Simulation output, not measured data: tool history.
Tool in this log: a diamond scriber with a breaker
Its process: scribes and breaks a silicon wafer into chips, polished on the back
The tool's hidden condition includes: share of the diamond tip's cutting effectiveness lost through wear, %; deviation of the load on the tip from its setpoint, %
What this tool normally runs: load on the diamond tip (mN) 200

| run | hour | load on the diamond tip (mN) | wafers since the last listed run | hours since the diamond tip was replaced | hours since the load on the tip was calibrated | incoming depth of the damage left on the back of the incoming wafer, um | depth of the median crack under the scribed line (µm) | chips rejected at inspection after the break (%) |
|---|---|---|---|---|---|---|---|---|
| 1 | 0 | 224 | 0 | 527.3 | 295.1 | 0.01 | 13.42 | 1.52 |
| 2 | 7.7 | 200 | 20 | 535 | 302.8 | 0.04 | 12.16 | 1.47 |
| 3 | 14.7 | 178 | 18 | 542 | 309.8 | 0.05 | 9.99 | 5.81 |
| 4 | 68.5 | 200 | 142 | 595.8 | 363.6 | 0.02 | 11.59 | 2.21 |
| 5 | 79.8 | 200 | 29 | 607.1 | 374.9 | 0.02 | 11.53 | 2.23 |
| 6 | 95.1 | 200 | 40 | 622.4 | 390.2 | 0.01 | 10.9 | 2.78 |
| 7 | 110.2 | 200 | 40 | 637.5 | 405.3 | 0.04 | 11.11 | 2.56 |
| 8 | 124.7 | 230 | 38 | 652 | 419.8 | 0.02 | 12.9 | 1.62 |
| 9 | 137 | 215 | 32 | 664.3 | 432.1 | 0.04 | 11.79 | 1.66 |
| 10 | 153.1 | 215 | 42 | 680.4 | 448.2 | 0.02 | 11.73 | 1.77 |
| 11 | 161.5 | 215 | 22 | 688.8 | 456.6 | 0.05 | 11.47 | 1.91 |
| 12 | 169.7 | 227 | 21 | 697 | 464.8 | 0.01 | 12.15 | 1.6 |
| 13 | 176.5 | 227 | 18 | 703.8 | 471.6 | 0.02 | 12.77 | 1.24 |
| 14 | 188.2 | 177 | 31 | 715.5 | 483.3 | 0.04 | 9.07 | 10.2 |
|  | 195.6 | load on the tip recalibrated |
| 15 | 201.2 | 149 | 29 | 728.5 | 5.6 | 0.03 | 8.54 | 14.65 |

Run 16, settings as shown, results not yet in. Your forecast:
| 16 | 213.4 | 149 | 32 | 740.7 | 17.8 | 0.04 | ? | ? |

{"run 16": {"depth of the median crack under the scribed line (µm)": 8.61, "chips rejected at inspection after the break (%)": 16.62}}
Minus the tool's unlogged condition, the same run would have read depth of the median crack under the scribed line (µm) 8.83, chips rejected at inspection after the break (%) 14.89.
